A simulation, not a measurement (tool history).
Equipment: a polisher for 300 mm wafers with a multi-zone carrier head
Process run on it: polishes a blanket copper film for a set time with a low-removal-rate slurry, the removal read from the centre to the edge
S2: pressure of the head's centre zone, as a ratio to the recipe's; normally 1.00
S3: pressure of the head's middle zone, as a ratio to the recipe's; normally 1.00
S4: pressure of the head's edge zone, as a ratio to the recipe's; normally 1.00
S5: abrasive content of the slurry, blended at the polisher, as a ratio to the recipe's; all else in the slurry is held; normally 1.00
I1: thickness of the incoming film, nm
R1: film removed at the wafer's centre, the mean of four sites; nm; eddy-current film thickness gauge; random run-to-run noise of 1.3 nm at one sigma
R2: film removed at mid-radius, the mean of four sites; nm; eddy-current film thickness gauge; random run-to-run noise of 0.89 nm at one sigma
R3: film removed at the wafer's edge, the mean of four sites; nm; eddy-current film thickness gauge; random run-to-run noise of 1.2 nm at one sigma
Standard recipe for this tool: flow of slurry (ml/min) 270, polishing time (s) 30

Run 1, hour 0.0: usual settings but S5 0.85, polishing time (s) 20; I1 886.1. Result: R1 66.7 nm, R2 66.5 nm, R3 68.0 nm.
Run 2, hour 6.6: usual settings but S2 0.90, S3 1.09, S4 1.07; I1 877.6. Result: R1 94.5 nm, R2 113.2 nm, R3 109.3 nm.
Run 3, hour 20.4: usual settings but flow of slurry (ml/min) 340, S2 0.90, S4 0.95; I1 884.1. Result: R1 93.6 nm, R2 107.0 nm, R3 103.3 nm.
Run 4, hour 37.9: usual settings; I1 873.7. Result: R1 102.2 nm, R2 106.9 nm, R3 104.4 nm.
Run 5, hour 47.6: usual settings but flow of slurry (ml/min) 315, S3 1.06; I1 889.8. Result: R1 104.2 nm, R2 111.1 nm, R3 107.1 nm.
Run 6, hour 59.8: usual settings but S3 1.03; I1 866.1. Result: R1 103.2 nm, R2 109.0 nm, R3 104.7 nm.
Run 7, hour 76.1: usual settings but S2 0.91, S4 1.09, polishing time (s) 36; I1 883.2. Result: R1 113.0 nm, R2 124.6 nm, R3 132.1 nm.
Run 8, hour 118.4: usual settings; I1 887.5. Result: R1 104.8 nm, R2 106.2 nm, R3 104.5 nm.
Run 9, hour 135.8: usual settings but S2 0.91, S3 1.08, S5 1.10, polishing time (s) 39; I1 886.0. Result: R1 123.9 nm, R2 150.1 nm, R3 139.5 nm.
Run 10, hour 153.4: usual settings but flow of slurry (ml/min) 200, S4 0.93; I1 876.2. Result: R1 98.5 nm, R2 102.1 nm, R3 100.0 nm.
Run 11, hour 160.3: usual settings but polishing time (s) 40; I1 867.1. Result: R1 138.8 nm, R2 142.0 nm, R3 138.9 nm.
Run 12, hour 170.7: usual settings but S3 1.08; I1 890.7. Result: R1 103.7 nm, R2 113.2 nm, R3 106.6 nm.
Run 13, hour 182.1: usual settings but flow of slurry (ml/min) 330, S2 0.97, S3 0.96, polishing time (s) 22; I1 868.2. Result: R1 74.2 nm, R2 74.6 nm, R3 77.6 nm.
Run 14, hour 199.5: usual settings but flow of slurry (ml/min) 200, S4 0.93; I1 879.0. Result: R1 100.4 nm, R2 101.4 nm, R3 100.4 nm.
Run 15, hour 214.6: usual settings; I1 877.5. Result: R1 102.9 nm, R2 106.1 nm, R3 104.0 nm.
Run 16, hour 221.6: usual settings but S5 1.25; I1 874.0. Result: R1 109.1 nm, R2 111.9 nm, R3 111.2 nm.
Run 17, hour 231.4: usual settings; I1 870.8. Result: R1 103.0 nm, R2 105.2 nm, R3 105.3 nm.
Run 18, hour 241.3: usual settings but S2 1.11; I1 880.8. Result: R1 115.5 nm, R2 105.5 nm, R3 105.8 nm.
Run 19, hour 258.7: usual settings but S2 1.11, S3 0.90, S5 0.85; I1 899.0. Result: R1 111.8 nm, R2 92.8 nm, R3 100.4 nm.
Run 20, hour 294.6: usual settings but S2 1.06, S3 1.11; I1 883.8. Result: R1 111.3 nm, R2 113.6 nm, R3 103.7 nm.
Run 21, hour 308.6: usual settings; I1 878.5. Result: R1 100.3 nm, R2 105.4 nm, R3 104.8 nm.

Taken out of this log: 4 entries between the listed runs. Where each belongs, and how the hidden state differs across it:
From run 5 to run 6: edge zone pressure recalibrated (hour 59.5)
  both runs share identical hidden conditions
From run 7 to run 8: worn pad replaced by a new one (hour 110.8)
  both runs share identical hidden conditions
From run 10 to run 11: slurry nozzle cleaned (hour 160.0)
  both runs share identical hidden conditions
From run 17 to run 18: worn pad replaced by a new one (hour 235.8)
  both runs share identical hidden conditions
